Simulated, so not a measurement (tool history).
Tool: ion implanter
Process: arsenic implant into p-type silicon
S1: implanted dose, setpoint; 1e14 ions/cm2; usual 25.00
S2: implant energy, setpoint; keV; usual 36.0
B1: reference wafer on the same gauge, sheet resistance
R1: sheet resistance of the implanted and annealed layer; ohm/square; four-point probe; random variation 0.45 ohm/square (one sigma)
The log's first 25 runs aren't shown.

run	day	S1	S2	B1	R1
26	76.867	31.56	40.5	66.52	71.59
# day 77.733: gauge calibrated
27	79.896	25.00	32.0	66.46	83.38
28	83.204	21.13	32.5	66.52	83.79
29	86.700	28.46	30.5	66.48	84.26
30	90.333	29.71	43.0	66.42	70.65
31	92.300	20.75	36.0	66.57	81.89
32	96.025	25.00	36.0	66.35	78.28
33	99.108	18.80	36.0	66.51	83.07
34	101.500	32.01	41.5	66.56	70.46
35	103.371	25.00	41.5	66.52	73.78
36	105.125	25.00	48.5	66.54	68.88

Forecast each of these 5 alternatives for the next run:
A	105.142	19.14	36.0	?	?
B	105.142	25.00	45.5	?	?
C	105.142	31.58	29.5	?	?
D	105.142	25.00	40.5	?	?
E	105.142	19.98	36.0	?	?

run	B1	R1
A	66.57	83.05
B	66.57	70.39
C	66.57	84.26
D	66.57	74.39
E	66.57	82.20
Without the tool's hidden state the same runs would have given:
run	R1
A	83.05
B	70.39
C	84.26
D	74.39
E	82.20
